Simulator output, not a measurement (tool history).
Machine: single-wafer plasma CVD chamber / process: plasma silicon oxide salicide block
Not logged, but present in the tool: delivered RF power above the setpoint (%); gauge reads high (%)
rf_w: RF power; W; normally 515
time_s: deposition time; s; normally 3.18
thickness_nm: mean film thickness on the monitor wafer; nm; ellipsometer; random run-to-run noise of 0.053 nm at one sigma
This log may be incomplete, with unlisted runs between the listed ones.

run   hour  rf_w  time_s  wafers since the last listed run  hours since the last RF generator calibration  hours since the showerhead was replaced  hours since the gauge calibration  read-back reference wafer on the same gauge, thickness_nm  thickness_nm
  1    0.0   515    3.18                                 0                                         1706.8                                   4004.3                              180.8                                                     25.203        27.816
  2   19.0   515    3.18                               320                                         1725.8                                   4023.3                              199.8                                                     25.186        27.955
  3   42.1   515    3.18                               389                                         1748.9                                   4046.4                              222.9                                                     25.192        27.930
  4   65.3   515    3.18                               391                                         1772.1                                   4069.6                              246.1                                                     25.208        27.826
  5   84.6   450    3.53                               325                                         1791.4                                   4088.9                              265.4                                                     25.209        29.615
  6  120.0   515    3.39                               597                                         1826.8                                   4124.3                              300.8                                                     25.198        29.729
  7  133.4   515    3.53                               226                                         1840.2                                   4137.7                              314.2                                                     25.201        30.817
  8  150.7   515    3.53                               291                                         1857.5                                   4155.0                              331.5                                                     25.192        31.027
  9  169.0   515    3.18                               308                                         1875.8                                   4173.3                              349.8                                                     25.193        27.902
 10  192.1   515    3.18                               389                                         1898.9                                   4196.4                              372.9                                                     25.207        27.788
 11  218.7   515    3.18                               448                                         1925.5                                   4223.0                              399.5                                                     25.196        27.794
 12  238.5   515    3.18                               333                                         1945.3                                   4242.8                              419.3                                                     25.180        27.897
 13  269.8   515    3.18                               527                                         1976.6                                   4274.1                              450.6                                                     25.196        27.870
 14  287.5   515    2.71                               298                                         1994.3                                   4291.8                              468.3                                                     25.190        23.747
     293.8  -- gauge calibrated
 15  311.7   515    2.71                               408                                         2018.5                                   4316.0                               17.9                                                     25.194        23.764
 16  341.3   515    2.71                               499                                         2048.1                                   4345.6                               47.5                                                     25.185        23.639
 17  374.3   515    3.35                               556                                         2081.1                                   4378.6                               80.5                                                     25.196        29.327
 18  409.5   425    3.18                               593                                         2116.3                                   4413.8                              115.7                                                     25.205        26.161
 19  432.8   575    2.96                               393                                         2139.6                                   4437.1                              139.0                                                     25.199        26.902
 20  466.9   415    3.18                               575                                         2173.7                                   4471.2                              173.1                                                     25.211        25.827
 21  489.6   545    2.92                               382                                         2196.4                                   4493.9                              195.8                                                     25.197        26.001
     501.3  -- showerhead replaced
 22  513.7   425    3.81                               271                                         2220.5                                     12.4                              219.9                                                     25.220        31.272
     541.1  -- RF generator calibrated
 23  541.6   550    3.18                               335                                            0.5                                     40.3                              247.8                                                     25.193        29.186
 24  564.4   515    3.18                               384                                           23.3                                     63.1                              270.6                                                     25.216        28.509
 25  599.8   425    2.74                               597                                           58.7                                     98.5                              306.0                                                     25.216        23.004
 26  633.2   440    2.56                               563                                           92.1                                    131.9                              339.4                                                     25.200        21.762
 27  657.1   580    3.01                               403                                          116.0                                    155.8                              363.3                                                     25.189        28.037
 28  673.8   515    3.18                               281                                          132.7                                    172.5                              380.0                                                     25.198        28.416
 29  708.9   435    2.59                               592                                          167.8                                    207.6                              415.1                                                     25.213        21.794
 30  736.3   545    2.92                               462                                          195.2                                    235.0                              442.5                                                     25.219        26.599
 31  751.3   515    3.18                               253                                          210.2                                    250.0                              457.5                                                     25.210        28.430
 32  764.7   515    3.78                               226                                          223.6                                    263.4                              470.9                                                     25.219        33.827
 33  782.1   515    3.72                               293                                          241.0                                    280.8                              488.3                                                     25.221        33.214
 34  810.2   445    3.79                               473                                          269.1                                    308.9                              516.4                                                     25.208        32.237

Hidden state at the last listed run before each entry between runs and at the first one after, where it differs:
Between runs 14 and 15: gauge calibrated (hour 293.8)
  delivered RF power above the setpoint (%): -6.98 -> -7.06
  measured minus no-state result, thickness_nm: -0.583 -> -0.591 nm
Between runs 21 and 22: showerhead replaced (hour 501.3)
  delivered RF power above the setpoint (%): -7.64 -> -7.72
  measured minus no-state result, thickness_nm: -0.703 -> -0.854 nm
Between runs 22 and 23: RF generator calibrated (hour 541.1)
  delivered RF power above the setpoint (%): -7.72 -> -0.0287
  measured minus no-state result, thickness_nm: -0.854 -> -0.003 nm
